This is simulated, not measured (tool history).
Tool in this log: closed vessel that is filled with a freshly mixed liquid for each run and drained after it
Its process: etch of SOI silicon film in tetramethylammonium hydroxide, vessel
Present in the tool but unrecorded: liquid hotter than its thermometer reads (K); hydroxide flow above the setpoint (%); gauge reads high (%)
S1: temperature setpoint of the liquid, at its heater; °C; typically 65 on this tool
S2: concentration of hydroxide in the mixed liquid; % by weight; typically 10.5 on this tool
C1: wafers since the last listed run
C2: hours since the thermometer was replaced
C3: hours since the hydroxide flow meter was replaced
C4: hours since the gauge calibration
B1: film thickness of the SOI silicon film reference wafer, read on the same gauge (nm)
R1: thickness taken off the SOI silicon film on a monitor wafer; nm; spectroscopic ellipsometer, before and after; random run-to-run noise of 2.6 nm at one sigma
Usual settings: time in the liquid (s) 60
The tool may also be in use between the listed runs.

{"run": 1, "hour": 0.0, "S1": 65, "S2": 10.5, "time in the liquid (s)": 60, "C1": 0, "C2": 420.7, "C3": 1365.5, "C4": 1290.6, "B1": 40, "R1": 309.03}
{"run": 2, "hour": 98.4, "S1": 65, "S2": 10.5, "time in the liquid (s)": 60, "C1": 8321, "C2": 519.1, "C3": 1463.9, "C4": 1389, "B1": 40.03, "R1": 310.79}
{"hour": 106.7, "done": "gauge calibrated"}
{"run": 3, "hour": 203.0, "S1": 65, "S2": 10.5, "time in the liquid (s)": 60, "C1": 8845, "C2": 623.7, "C3": 1568.5, "C4": 96.3, "B1": 39.99, "R1": 308.11}
{"run": 4, "hour": 298.2, "S1": 65, "S2": 10.5, "time in the liquid (s)": 60, "C1": 8050, "C2": 718.9, "C3": 1663.7, "C4": 191.5, "B1": 39.98, "R1": 311.49}
{"run": 5, "hour": 355.8, "S1": 65, "S2": 10.5, "time in the liquid (s)": 60, "C1": 4870, "C2": 776.5, "C3": 1721.3, "C4": 249.1, "B1": 39.99, "R1": 313.15}
{"run": 6, "hour": 416.7, "S1": 65, "S2": 10.5, "time in the liquid (s)": 60, "C1": 5150, "C2": 837.4, "C3": 1782.2, "C4": 310, "B1": 39.99, "R1": 312.51}
{"run": 7, "hour": 467.9, "S1": 65, "S2": 10.5, "time in the liquid (s)": 60, "C1": 4329, "C2": 888.6, "C3": 1833.4, "C4": 361.2, "B1": 40.01, "R1": 309.7}
{"run": 8, "hour": 538.4, "S1": 65, "S2": 10.5, "time in the liquid (s)": 70, "C1": 5961, "C2": 959.1, "C3": 1903.9, "C4": 431.7, "B1": 39.99, "R1": 362.15}
{"run": 9, "hour": 593.4, "S1": 65, "S2": 10.5, "time in the liquid (s)": 70, "C1": 4651, "C2": 1014.1, "C3": 1958.9, "C4": 486.7, "B1": 39.99, "R1": 363.25}
{"run": 10, "hour": 637.4, "S1": 65, "S2": 11.5, "time in the liquid (s)": 60, "C1": 3720, "C2": 1058.1, "C3": 2002.9, "C4": 530.7, "B1": 39.99, "R1": 296.56}
{"run": 11, "hour": 701.3, "S1": 65, "S2": 10.5, "time in the liquid (s)": 35, "C1": 5403, "C2": 1122, "C3": 2066.8, "C4": 594.6, "B1": 40.01, "R1": 182.74}
{"run": 12, "hour": 756.6, "S1": 65, "S2": 10.5, "time in the liquid (s)": 35, "C1": 4676, "C2": 1177.3, "C3": 2122.1, "C4": 649.9, "B1": 39.98, "R1": 184.48}
{"run": 13, "hour": 835.7, "S1": 65, "S2": 10.5, "time in the liquid (s)": 35, "C1": 6689, "C2": 1256.4, "C3": 2201.2, "C4": 729, "B1": 40.03, "R1": 181.49}
{"run": 14, "hour": 887.5, "S1": 65, "S2": 10.5, "time in the liquid (s)": 60, "C1": 4380, "C2": 1308.2, "C3": 2253, "C4": 780.8, "B1": 40.01, "R1": 312.97}
{"run": 15, "hour": 946.3, "S1": 65, "S2": 10.5, "time in the liquid (s)": 60, "C1": 4972, "C2": 1367, "C3": 2311.8, "C4": 839.6, "B1": 40, "R1": 314.7}
{"run": 16, "hour": 1019.6, "S1": 65, "S2": 10.5, "time in the liquid (s)": 60, "C1": 6198, "C2": 1440.3, "C3": 2385.1, "C4": 912.9, "B1": 39.98, "R1": 314.64}
{"hour": 1090.9, "done": "hydroxide flow meter replaced"}
{"hour": 1249.1, "done": "thermometer replaced"}
{"run": 17, "hour": 1306.8, "S1": 65, "S2": 9.5, "time in the liquid (s)": 60, "C1": 24118, "C2": 57.7, "C3": 215.9, "C4": 1200.1, "B1": 40.04, "R1": 320.28}
{"run": 18, "hour": 1396.4, "S1": 71, "S2": 10.5, "time in the liquid (s)": 85, "C1": 7577, "C2": 147.3, "C3": 305.5, "C4": 1289.7, "B1": 40.03, "R1": 619.49}
{"run": 19, "hour": 1454.5, "S1": 62, "S2": 8.5, "time in the liquid (s)": 35, "C1": 4913, "C2": 205.4, "C3": 363.6, "C4": 1347.8, "B1": 39.97, "R1": 160.87}
{"run": 20, "hour": 1497.1, "S1": 71, "S2": 13, "time in the liquid (s)": 50, "C1": 3602, "C2": 248, "C3": 406.2, "C4": 1390.4, "B1": 40.04, "R1": 336.35}
{"hour": 1537.7, "done": "gauge calibrated"}
{"run": 21, "hour": 1670.8, "S1": 65, "S2": 10.5, "time in the liquid (s)": 90, "C1": 14689, "C2": 421.7, "C3": 579.9, "C4": 133.1, "B1": 40.03, "R1": 454.69}
{"run": 22, "hour": 1776.9, "S1": 67.5, "S2": 9, "time in the liquid (s)": 45, "C1": 8972, "C2": 527.8, "C3": 686, "C4": 239.2, "B1": 40.02, "R1": 286.34}

What will run 23 give?
{"run": 23, "hour": 1881.0, "S1": 67.5, "S2": 13.5, "time in the liquid (s)": 45, "C1": 8803, "C2": 631.9, "C3": 790.1, "C4": 343.3, "B1": "?", "R1": "?"}

Run 23 yielded B1 40.02, R1 245.39 nm.
Minus the tool's unlogged condition, the same run would have read R1 241.33 nm.
